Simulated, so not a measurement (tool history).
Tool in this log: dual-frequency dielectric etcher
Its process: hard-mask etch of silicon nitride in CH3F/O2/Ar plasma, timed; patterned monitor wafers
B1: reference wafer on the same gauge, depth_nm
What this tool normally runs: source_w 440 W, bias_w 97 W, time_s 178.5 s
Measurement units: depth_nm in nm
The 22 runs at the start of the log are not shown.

{"run": 23, "hour": 1481.4, "source_w": 440, "bias_w": 97, "time_s": 178.5, "B1": 146, "depth_nm": 141.6}
{"run": 24, "hour": 1577.7, "source_w": 340, "bias_w": 87, "time_s": 178.5, "B1": 145.9, "depth_nm": 120.2}
{"run": 25, "hour": 1626.3, "source_w": 440, "bias_w": 97, "time_s": 162, "B1": 145.7, "depth_nm": 127.6}
{"hour": 1668.6, "done": "gauge calibrated"}
{"run": 26, "hour": 1702.6, "source_w": 500, "bias_w": 97, "time_s": 217.5, "B1": 146.1, "depth_nm": 178}
{"run": 27, "hour": 1748.1, "source_w": 440, "bias_w": 97, "time_s": 178.5, "B1": 145.9, "depth_nm": 140}
{"run": 28, "hour": 1785.0, "source_w": 360, "bias_w": 97, "time_s": 145.5, "B1": 146.1, "depth_nm": 106.2}
{"hour": 1841.8, "done": "wet clean of the chamber"}
{"run": 29, "hour": 1883.1, "source_w": 540, "bias_w": 107, "time_s": 178.5, "B1": 146.1, "depth_nm": 162.4}
{"run": 30, "hour": 1935.2, "source_w": 540, "bias_w": 114, "time_s": 194, "B1": 146.2, "depth_nm": 184}

Predict each of these 4 candidate next runs independently; none follows another, all start after run 30:
{"run": "A", "hour": 1935.7, "source_w": 440, "bias_w": 97, "time_s": 178.5, "B1": "?", "depth_nm": "?"}
{"run": "B", "hour": 1935.7, "source_w": 440, "bias_w": 106, "time_s": 178.5, "B1": "?", "depth_nm": "?"}
{"run": "C", "hour": 1935.7, "source_w": 440, "bias_w": 97, "time_s": 126, "B1": "?", "depth_nm": "?"}
{"run": "D", "hour": 1935.7, "source_w": 440, "bias_w": 106, "time_s": 156.5, "B1": "?", "depth_nm": "?"}

run=A B1=146.2 depth_nm=142.5
run=B B1=146.2 depth_nm=151.5
run=C B1=146.2 depth_nm=100.6
run=D B1=146.2 depth_nm=132.9
Stripped of hidden state, with their random variation kept, the same runs would have yielded:
run=A depth_nm=143.4
run=B depth_nm=152.5
run=C depth_nm=101.2
run=D depth_nm=133.7
